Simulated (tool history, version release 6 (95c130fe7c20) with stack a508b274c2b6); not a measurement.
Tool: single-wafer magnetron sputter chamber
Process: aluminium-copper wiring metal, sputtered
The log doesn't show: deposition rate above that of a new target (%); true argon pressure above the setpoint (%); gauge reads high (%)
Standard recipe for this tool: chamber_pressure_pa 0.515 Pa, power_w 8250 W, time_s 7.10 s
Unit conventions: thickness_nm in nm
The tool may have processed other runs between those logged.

run    hour  chamber_pressure_pa  power_w  time_s  wafers since the last listed run  wafers on the sputter target  hours since the last manometer calibration  hours since the magnet pack was replaced  hours since the gauge calibration  read-back reference wafer on the same gauge, thickness_nm  thickness_nm
  1     0.0                0.515     8250    7.10                                 0                         10092                                       652.2                                    9582.1                             1717.3                                                     79.522        97.213
  2    80.6                0.515     8250    7.10                              3530                         13622                                       732.8                                    9662.7                             1797.9                                                     79.577        97.752
  3   145.3                0.515     8250    7.10                              2833                         16455                                       797.5                                    9727.4                             1862.6                                                     79.424        97.687
      172.6  -- sputter target and shields replaced
  4   227.5                0.515     8250    7.10                              3249                          2402                                       879.7                                    9809.6                             1944.8                                                     79.516        96.662
  5   265.4                0.515     8250    7.10                              1659                          4062                                       917.6                                    9847.5                             1982.7                                                     79.422        97.723
  6   330.0                0.515     8250    7.10                              2829                          6892                                       982.2                                    9912.1                             2047.3                                                     79.601        98.391
  7   390.7                0.515     8250    7.10                              2658                          9550                                      1042.9                                    9972.8                             2108.0                                                     79.456        97.292
  8   468.4                0.515     8250    7.10                              3403                         12953                                      1120.6                                   10050.5                             2185.7                                                     79.507        98.847
  9   543.7                0.515     8250    7.10                              3297                         16251                                      1195.9                                   10125.8                             2261.0                                                     79.424        99.004
      560.0  -- sputter target and shields replaced
 10   636.3                0.515     8250    7.10                              3705                          3341                                      1288.5                                   10218.4                             2353.6                                                     79.604        98.076
 11   726.0                0.423     8250    7.10                              3928                          7269                                      1378.2                                   10308.1                             2443.3                                                     79.490       104.705
      810.1  -- magnet pack replaced
 12   833.3                0.423     8250    7.10                              4349                         11619                                      1485.5                                      23.2                             2550.6                                                     79.468       105.584
 13   882.3                0.646     8250    7.10                              2146                         13765                                      1534.5                                      72.2                             2599.6                                                     79.492        93.284
 14   964.7                0.515     9950    6.33                              3608                         17374                                      1616.9                                     154.6                             2682.0                                                     79.443       108.385
     1003.8  -- sputter target and shields replaced
 15  1051.3                0.515     9350    6.50                              3442                          2078                                      1703.5                                     241.2                             2768.6                                                     79.551       105.671
 16  1108.8                0.405     8250    7.10                              2518                          4596                                      1761.0                                     298.7                             2826.1                                                     79.402       107.607
     1118.6  -- capacitance manometer re-zeroed and calibrated
     1146.8  -- gauge calibrated
 17  1186.0                0.515     8250    6.36                              3030                          7627                                        67.4                                     375.9                               39.2                                                     79.334        85.413
 18  1248.1                0.463     9850    6.18                              2719                         10347                                       129.5                                     438.0                              101.3                                                     79.506       102.454
 19  1317.5                0.515     8250    7.10                              3039                         13387                                       198.9                                     507.4                              170.7                                                     79.503        94.227
 20  1388.6                0.515     8250    7.10                              3114                         16501                                       270.0                                     578.5                              241.8                                                     79.505        95.907
     1455.4  -- sputter target and shields replaced
 21  1474.4                0.515     6750    6.13                              3407                           833                                       355.8                                     664.3                              327.6                                                     79.474        67.586
 22  1581.3                0.715     8250    7.10                              4682                          5515                                       462.7                                     771.2                              434.5                                                     79.628        83.735
 23  1665.7                0.515     8250    7.10                              3696                          9211                                       547.1                                     855.6                              518.9                                                     79.566        96.396
 24  1755.6                0.515     8250    6.43                              3937                         13149                                       637.0                                     945.5                              608.8                                                     79.466        87.146
 25  1838.1                0.515     8250    7.10                              3613                         16762                                       719.5                                    1028.0                              691.3                                                     79.572        95.576
     1866.2  -- sputter target and shields replaced
 26  1935.4                0.405     8250    7.10                              3911                          3032                                       816.8                                    1125.3                              788.6                                                     79.505       103.646
 27  2162.5                0.515     6450    6.64                              9946                         12978                                      1043.9                                    1352.4                             1015.7                                                     79.481        70.987

Here are 4 independent what-if runs from the current tool condition. What would each one return?
  A  2162.9                0.515     8250    7.10                                17                         12996                                      1044.3                                    1352.8                             1016.1                                                          ?             ?
  B  2162.9                0.418     7700    7.70                                17                         12996                                      1044.3                                    1352.8                             1016.1                                                          ?             ?
  C  2162.9                0.515     9500    7.72                                17                         12996                                      1044.3                                    1352.8                             1016.1                                                          ?             ?
  D  2162.9                0.515    10100    8.50                                17                         12996                                      1044.3                                    1352.8                             1016.1                                                          ?             ?

run  read-back reference wafer on the same gauge, thickness_nm  thickness_nm
  A                                                     79.437        96.716
  B                                                     79.437       104.215
  C                                                     79.437       121.095
  D                                                     79.437       141.751
With no hidden state in the tool, these same runs would have given:
run  thickness_nm
  A        94.988
  B       102.781
  C       118.932
  D       139.219
